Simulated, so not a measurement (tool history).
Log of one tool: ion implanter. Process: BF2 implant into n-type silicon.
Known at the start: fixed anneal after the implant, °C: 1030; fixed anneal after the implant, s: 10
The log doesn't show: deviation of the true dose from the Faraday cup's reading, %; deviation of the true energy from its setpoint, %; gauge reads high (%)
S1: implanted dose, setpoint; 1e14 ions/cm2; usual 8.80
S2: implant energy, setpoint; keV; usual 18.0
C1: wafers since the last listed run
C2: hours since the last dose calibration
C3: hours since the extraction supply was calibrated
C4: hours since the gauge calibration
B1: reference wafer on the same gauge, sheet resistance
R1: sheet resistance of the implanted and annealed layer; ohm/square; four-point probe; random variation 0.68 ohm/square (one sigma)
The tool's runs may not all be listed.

{"run": 1, "day": 0.0, "S1": 8.8, "S2": 15.5, "C1": 0, "C2": 638.2, "C3": 4658.0, "C4": 413.6, "B1": 189.99, "R1": 196.88}
{"run": 2, "day": 2.104, "S1": 8.8, "S2": 15.5, "C1": 877, "C2": 688.7, "C3": 4708.5, "C4": 464.1, "B1": 189.93, "R1": 196.29}
{"run": 3, "day": 4.321, "S1": 8.8, "S2": 15.5, "C1": 924, "C2": 741.9, "C3": 4761.7, "C4": 517.3, "B1": 190.05, "R1": 198.23}
{"run": 4, "day": 7.1, "S1": 9.43, "S2": 18.0, "C1": 1158, "C2": 808.6, "C3": 4828.4, "C4": 584.0, "B1": 190.15, "R1": 181.91}
{"run": 5, "day": 9.0, "S1": 9.43, "S2": 18.0, "C1": 792, "C2": 854.2, "C3": 4874.0, "C4": 629.6, "B1": 190.01, "R1": 181.75}
{"run": 6, "day": 10.383, "S1": 9.43, "S2": 18.0, "C1": 576, "C2": 887.4, "C3": 4907.2, "C4": 662.8, "B1": 190.02, "R1": 181.22}
{"run": 7, "day": 12.217, "S1": 6.88, "S2": 18.0, "C1": 764, "C2": 931.4, "C3": 4951.2, "C4": 706.8, "B1": 189.98, "R1": 212.58}
{"run": 8, "day": 13.375, "S1": 6.88, "S2": 18.0, "C1": 482, "C2": 959.2, "C3": 4979.0, "C4": 734.6, "B1": 189.89, "R1": 212.55}
{"day": 15.171, "done": "extraction supply calibrated"}
{"run": 9, "day": 15.562, "S1": 8.8, "S2": 18.0, "C1": 773, "C2": 1011.7, "C3": 9.4, "C4": 787.1, "B1": 190.0, "R1": 187.8}
{"run": 10, "day": 18.467, "S1": 8.8, "S2": 22.0, "C1": 1210, "C2": 1081.4, "C3": 79.1, "C4": 856.8, "B1": 190.0, "R1": 175.27}
{"run": 11, "day": 20.25, "S1": 8.8, "S2": 18.0, "C1": 743, "C2": 1124.2, "C3": 121.9, "C4": 899.6, "B1": 190.1, "R1": 188.7}
{"day": 25.196, "done": "gauge calibrated"}
{"run": 12, "day": 26.704, "S1": 10.95, "S2": 14.0, "C1": 2691, "C2": 1279.1, "C3": 276.8, "C4": 36.2, "B1": 190.16, "R1": 192.35}
{"day": 29.85, "done": "Faraday cup replaced and dose calibrated"}
{"run": 13, "day": 29.871, "S1": 10.16, "S2": 22.5, "C1": 1181, "C2": 0.5, "C3": 352.8, "C4": 112.2, "B1": 189.94, "R1": 161.31}
{"run": 14, "day": 30.854, "S1": 6.7, "S2": 13.5, "C1": 410, "C2": 24.1, "C3": 376.4, "C4": 135.8, "B1": 190.11, "R1": 231.85}
{"run": 15, "day": 32.571, "S1": 6.94, "S2": 18.0, "C1": 715, "C2": 65.3, "C3": 417.6, "C4": 177.0, "B1": 190.0, "R1": 207.24}
{"run": 16, "day": 33.871, "S1": 8.8, "S2": 18.0, "C1": 542, "C2": 96.5, "C3": 448.8, "C4": 208.2, "B1": 190.09, "R1": 185.02}
{"run": 17, "day": 37.712, "S1": 10.7, "S2": 23.0, "C1": 1601, "C2": 188.7, "C3": 541.0, "C4": 300.4, "B1": 190.05, "R1": 155.59}
{"run": 18, "day": 39.95, "S1": 7.39, "S2": 12.0, "C1": 932, "C2": 242.4, "C3": 594.7, "C4": 354.1, "B1": 189.8, "R1": 229.89}

Forecast run 19:
{"run": 19, "day": 41.312, "S1": 8.07, "S2": 20.0, "C1": 568, "C2": 275.1, "C3": 627.4, "C4": 386.8, "B1": "?", "R1": "?"}

B1: 189.92
R1: 186.23 ohm/square
Without the tool's hidden state the same run would have given R1 186.91 ohm/square.
